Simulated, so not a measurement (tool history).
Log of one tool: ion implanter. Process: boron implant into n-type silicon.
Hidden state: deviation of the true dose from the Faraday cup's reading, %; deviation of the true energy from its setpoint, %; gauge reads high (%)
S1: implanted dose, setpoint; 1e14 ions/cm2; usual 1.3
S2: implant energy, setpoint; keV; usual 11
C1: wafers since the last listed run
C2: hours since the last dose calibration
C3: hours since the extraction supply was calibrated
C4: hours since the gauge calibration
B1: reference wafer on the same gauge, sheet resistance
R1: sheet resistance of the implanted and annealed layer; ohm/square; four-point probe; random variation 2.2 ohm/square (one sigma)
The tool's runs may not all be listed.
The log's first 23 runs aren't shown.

Run 24, day 73.333: usual settings but S1 1.46 1e14 ions/cm2, S2 9.5 keV; C1 1205; C2 300.6; C3 518.5; C4 81.1; B1 646.66. Result: R1 608.94 ohm/square.
Run 25, day 76.225: usual settings but S1 1.44 1e14 ions/cm2; C1 1119; C2 370; C3 587.9; C4 150.5; B1 647.53. Result: R1 608.59 ohm/square.
Run 26, day 78.296: usual settings but S2 8 keV; C1 801; C2 419.7; C3 637.6; C4 200.2; B1 647.25. Result: R1 687.61 ohm/square.
Run 27, day 81.779: usual settings but S1 1.53 1e14 ions/cm2, S2 14 keV; C1 1348; C2 503.3; C3 721.2; C4 283.8; B1 647.37. Result: R1 561.98 ohm/square.
Run 28, day 85.55: usual settings; C1 1460; C2 593.8; C3 811.7; C4 374.3; B1 647.22. Result: R1 661.39 ohm/square.
Run 29, day 89.367: usual settings; C1 1478; C2 685.4; C3 903.3; C4 465.9; B1 646.96. Result: R1 660.43 ohm/square.
Run 30, day 92.338: usual settings but S1 0.94 1e14 ions/cm2, S2 10 keV; C1 1150; C2 756.7; C3 974.6; C4 537.2; B1 646.99. Result: R1 864.25 ohm/square.
Run 31, day 95.871: usual settings; C1 1368; C2 841.5; C3 1059.4; C4 622; B1 646.78. Result: R1 661.87 ohm/square.
Run 32, day 98.962: usual settings; C1 1197; C2 915.7; C3 1133.6; C4 696.2; B1 646.83. Result: R1 659.19 ohm/square.

Forecast run 33:
At day 101.683: Faraday cup replaced and dose calibrated.
Run 33, day 101.704: usual settings; C1 932; C2 0.5; C3 1199.4; C4 762; B1 ?. Result: R1 ?.

{"run 33": {"B1": 646.05, "R1": 659.53}}
Without the tool's hidden state the same run would have given R1 659.53 ohm/square.

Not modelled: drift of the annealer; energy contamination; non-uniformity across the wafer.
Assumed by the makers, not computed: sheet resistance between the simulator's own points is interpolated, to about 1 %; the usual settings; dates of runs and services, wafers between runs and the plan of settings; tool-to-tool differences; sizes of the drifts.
